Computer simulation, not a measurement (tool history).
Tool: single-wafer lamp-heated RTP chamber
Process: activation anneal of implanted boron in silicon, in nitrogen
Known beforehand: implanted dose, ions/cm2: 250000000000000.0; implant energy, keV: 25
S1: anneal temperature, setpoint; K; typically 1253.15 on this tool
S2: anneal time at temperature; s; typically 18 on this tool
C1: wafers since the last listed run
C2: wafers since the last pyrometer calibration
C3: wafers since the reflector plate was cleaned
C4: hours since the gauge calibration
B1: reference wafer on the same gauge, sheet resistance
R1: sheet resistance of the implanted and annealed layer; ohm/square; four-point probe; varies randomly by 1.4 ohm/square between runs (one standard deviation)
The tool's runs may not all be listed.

{"run": 1, "day": 0.0, "S1": 1253.15, "S2": 18, "C1": 0, "C2": 1017, "C3": 3665, "C4": 622.7, "B1": 442.34, "R1": 384.36}
{"run": 2, "day": 2.888, "S1": 1253.15, "S2": 18, "C1": 599, "C2": 1616, "C3": 4264, "C4": 692, "B1": 443.19, "R1": 383.75}
{"day": 4.662, "done": "pyrometer window cleaned and pyrometer calibrated"}
{"run": 3, "day": 5.871, "S1": 1253.15, "S2": 18, "C1": 549, "C2": 250, "C3": 4814, "C4": 763.6, "B1": 442.88, "R1": 384.73}
{"run": 4, "day": 7.154, "S1": 1253.15, "S2": 18, "C1": 266, "C2": 517, "C3": 5080, "C4": 794.4, "B1": 444.71, "R1": 386.04}
{"run": 5, "day": 8.442, "S1": 1253.15, "S2": 18, "C1": 267, "C2": 784, "C3": 5348, "C4": 825.3, "B1": 444.49, "R1": 385.38}
{"run": 6, "day": 11.254, "S1": 1253.15, "S2": 18, "C1": 583, "C2": 1368, "C3": 5931, "C4": 892.8, "B1": 445.17, "R1": 385.18}
{"run": 7, "day": 13.758, "S1": 1253.15, "S2": 18, "C1": 519, "C2": 1887, "C3": 6451, "C4": 952.9, "B1": 445.91, "R1": 386.12}
{"day": 14.15, "done": "pyrometer window cleaned and pyrometer calibrated"}
{"day": 15.271, "done": "reflector plate cleaned"}
{"day": 16.35, "done": "gauge calibrated"}
{"run": 8, "day": 16.433, "S1": 1253.15, "S2": 18, "C1": 416, "C2": 404, "C3": 241, "C4": 2, "B1": 440.97, "R1": 380.05}
{"run": 9, "day": 19.371, "S1": 1253.15, "S2": 18, "C1": 609, "C2": 1014, "C3": 850, "C4": 72.5, "B1": 440.24, "R1": 379.24}
{"run": 10, "day": 20.867, "S1": 1253.15, "S2": 18, "C1": 310, "C2": 1324, "C3": 1161, "C4": 108.4, "B1": 440.82, "R1": 383.19}
{"day": 23.7, "done": "pyrometer window cleaned and pyrometer calibrated"}
{"run": 11, "day": 23.75, "S1": 1253.15, "S2": 18, "C1": 529, "C2": 10, "C3": 1690, "C4": 177.6, "B1": 440.46, "R1": 380.33}
{"run": 12, "day": 25.233, "S1": 1274.15, "S2": 18, "C1": 307, "C2": 317, "C3": 1998, "C4": 213.2, "B1": 441.39, "R1": 366.31}
{"run": 13, "day": 27.312, "S1": 1253.15, "S2": 18, "C1": 431, "C2": 749, "C3": 2429, "C4": 263.1, "B1": 441.3, "R1": 381.93}
{"run": 14, "day": 28.467, "S1": 1277.15, "S2": 8, "C1": 239, "C2": 989, "C3": 2669, "C4": 290.8, "B1": 440.9, "R1": 370.45}
{"day": 32.354, "done": "pyrometer window cleaned and pyrometer calibrated"}
{"run": 15, "day": 35.067, "S1": 1253.15, "S2": 18, "C1": 1300, "C2": 562, "C3": 3969, "C4": 449.2, "B1": 441.05, "R1": 380.44}
{"run": 16, "day": 36.392, "S1": 1261.15, "S2": 23, "C1": 274, "C2": 837, "C3": 4244, "C4": 481, "B1": 441.61, "R1": 374.92}
{"run": 17, "day": 38.008, "S1": 1253.15, "S2": 18, "C1": 335, "C2": 1173, "C3": 4580, "C4": 519.8, "B1": 442.42, "R1": 382.09}
{"run": 18, "day": 39.667, "S1": 1226.15, "S2": 25, "C1": 344, "C2": 1517, "C3": 4924, "C4": 559.6, "B1": 442.15, "R1": 427.8}
{"day": 40.208, "done": "pyrometer window cleaned and pyrometer calibrated"}
{"run": 19, "day": 41.425, "S1": 1279.15, "S2": 22, "C1": 295, "C2": 252, "C3": 5220, "C4": 601.8, "B1": 443.39, "R1": 366.66}
{"day": 42.083, "done": "reflector plate cleaned"}
{"run": 20, "day": 43.346, "S1": 1240.15, "S2": 15, "C1": 329, "C2": 582, "C3": 261, "C4": 647.9, "B1": 443.52, "R1": 406.28}
{"run": 21, "day": 44.958, "S1": 1245.15, "S2": 23, "C1": 334, "C2": 916, "C3": 596, "C4": 686.6, "B1": 443.82, "R1": 392.48}

4 ways to go on from here, each from the tool as it stands after run 21. What would each give?
{"run": "A", "day": 44.975, "S1": 1280.15, "S2": 18, "C1": 3, "C2": 920, "C3": 599, "C4": 687, "B1": "?", "R1": "?"}
{"run": "B", "day": 44.975, "S1": 1241.15, "S2": 10, "C1": 3, "C2": 920, "C3": 599, "C4": 687, "B1": "?", "R1": "?"}
{"run": "C", "day": 44.975, "S1": 1274.15, "S2": 22, "C1": 3, "C2": 920, "C3": 599, "C4": 687, "B1": "?", "R1": "?"}
{"run": "D", "day": 44.975, "S1": 1225.15, "S2": 8, "C1": 3, "C2": 920, "C3": 599, "C4": 687, "B1": "?", "R1": "?"}

run=A B1=443.33 R1=368.07
run=B B1=443.33 R1=409.25
run=C B1=443.33 R1=369.18
run=D B1=443.33 R1=455.02
Stripped of hidden state, with their random variation kept, the same runs would have yielded:
run=A R1=365.05
run=B R1=405.9
run=C R1=366.16
run=D R1=451.29
